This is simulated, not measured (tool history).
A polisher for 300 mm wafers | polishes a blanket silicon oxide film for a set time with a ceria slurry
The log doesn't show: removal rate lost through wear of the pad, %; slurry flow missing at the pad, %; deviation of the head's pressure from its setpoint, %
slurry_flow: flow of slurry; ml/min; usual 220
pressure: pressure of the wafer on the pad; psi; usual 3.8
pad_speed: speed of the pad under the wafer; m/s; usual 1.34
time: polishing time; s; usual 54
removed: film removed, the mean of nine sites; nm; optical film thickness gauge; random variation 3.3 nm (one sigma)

run	hour	slurry_flow	pressure	pad_speed	time	wafers since the last listed run	wafers polished on this pad	hours since the slurry nozzle was cleaned	hours since the head pressure was calibrated	incoming thickness of the incoming film, nm	removed
1	0	220	3.8	1.34	54	0	1473	431.5	125.3	1634	367.9
2	39.7	220	3.8	1.34	63	342	1816	471.2	165	1675.1	430.9
3	104.2	220	3.8	1.34	63	556	2372	535.7	229.5	1640.8	430.7
4	166	270	3.8	1.14	54	533	2905	597.5	291.3	1688.7	316.4
# hour 201.7: slurry nozzle cleaned
5	218.8	175	3.8	1.34	54	446	3352	17.1	344.1	1670.9	356.8
6	306.4	220	3.8	1.34	54	755	4107	104.7	431.7	1642	367.2
# hour 370.9: head pressure recalibrated
7	371.4	220	3.8	1.34	54	543	4651	169.7	0.5	1668.7	341.7
# hour 383.7: worn pad replaced by a new one
8	470.5	220	3.8	1.34	54	820	748	268.8	99.6	1641.7	370.6
9	548.1	220	3.8	1.34	54	669	1417	346.4	177.2	1645.1	360.6
10	636.3	220	3.8	1.34	54	760	2178	434.6	265.4	1670	366.7
11	727.2	220	3.8	1.34	54	784	2962	525.5	356.3	1675.2	361.8
12	832.6	220	3.8	1.34	54	909	3871	630.9	461.7	1679.3	361.4
# hour 848.4: slurry nozzle cleaned
# hour 872.5: head pressure recalibrated
# hour 1012.7: worn pad replaced by a new one
13	1058.3	255	3.1	1.34	54	1886	393	209.9	185.8	1663.2	317.8
14	1120.2	255	3.1	1.34	54	533	927	271.8	247.7	1679.7	315.8
15	1217.3	255	3.1	1.34	54	837	1765	368.9	344.8	1637.6	313.5
16	1304.3	220	3.8	1.16	54	750	2515	455.9	431.8	1669	326.2
17	1364.1	220	3.8	1.16	54	515	3031	515.7	491.6	1626.7	323.7
# hour 1436.2: head pressure recalibrated
18	1470.3	175	3.8	1	54	898	3929	621.9	34.1	1682	247
# hour 1508.1: worn pad replaced by a new one
# hour 1520.5: slurry nozzle cleaned
19	1577.6	220	3.8	1.34	54	882	590	57.1	141.4	1669.8	373.8
20	1665.5	220	3.8	1.34	54	758	1348	145	229.3	1664.3	370.8
21	1769.7	220	3.8	1.34	36	898	2247	249.2	333.5	1641.6	250.1
22	1848.6	240	3.8	1.22	49	680	2928	328.1	412.4	1644.1	309.4
23	1890.6	220	3.5	1.06	54	362	3290	370.1	454.4	1658.8	268.4
24	1983.2	220	3.8	1.34	66	798	4089	462.7	547	1628.3	457.1
# hour 2030.5: head pressure recalibrated
25	2052.7	220	3.8	1.34	54	582	4671	532.2	22.2	1660.7	342.5
# hour 2062.8: worn pad replaced by a new one
26	2112	270	2.8	1.34	54	476	424	591.5	81.5	1637.1	282.2
# hour 2135.1: slurry nozzle cleaned
27	2177.6	220	3.8	1.34	54	557	981	42.5	147.1	1654.4	377.7
28	2237.6	220	2.8	1.14	41	517	1498	102.5	207.1	1686.3	173.6
29	2328.5	220	3.8	1.34	66	784	2282	193.4	298	1675.8	452.3
30	2397	220	3.8	1.34	54	590	2873	261.9	366.5	1638.9	362.3
31	2450.7	220	3.5	1.56	42	463	3336	315.6	420.2	1684.1	306.8
32	2515.7	165	4.6	1.76	54	560	3897	380.6	485.2	1653.4	558.3
# hour 2593.9: head pressure recalibrated
33	2622.7	220	3.8	1.34	35	905	4803	487.6	28.8	1667.9	222.6
34	2695.5	220	4.8	1.34	54	627	5431	560.4	101.6	1654.1	426.9
# hour 2704.9: worn pad replaced by a new one
# hour 2725.5: slurry nozzle cleaned
35	2746.5	220	3.8	1.34	54	396	349	21	152.6	1636.2	371.4

Hidden state or all else? Some run-to-run changes of removed, split into what the settings, what came in and random variation would give without the hidden state, and what is left for the hidden state (with any gauge scatter that isn't in both results):
Run 24 -> 25: time 66 -> 54, head pressure recalibrated. removed -114.6 nm: hidden state -28.5, all else -86.1.
Run 25 -> 26: slurry_flow 220 -> 270, pressure 3.8 -> 2.8, worn pad replaced by a new one. removed -60.3 nm: hidden state +31.5, all else -91.8.
Run 28 -> 29: pressure 2.8 -> 3.8, pad_speed 1.14 -> 1.34, time 41 -> 66. removed +278.7 nm: hidden state -8, all else +286.7.
Run 31 -> 32: slurry_flow 220 -> 165, pressure 3.5 -> 4.6, pad_speed 1.56 -> 1.76, time 42 -> 54. removed +251.5 nm: hidden state -4.5, all else +256.
Run 32 -> 33: slurry_flow 165 -> 220, pressure 4.6 -> 3.8, pad_speed 1.76 -> 1.34, time 54 -> 35, head pressure recalibrated. removed -335.7 nm: hidden state -12.9, all else -322.8.
Run 34 -> 35: pressure 4.8 -> 3.8, worn pad replaced by a new one, slurry nozzle cleaned. removed -55.5 nm: hidden state +46, all else -101.5.
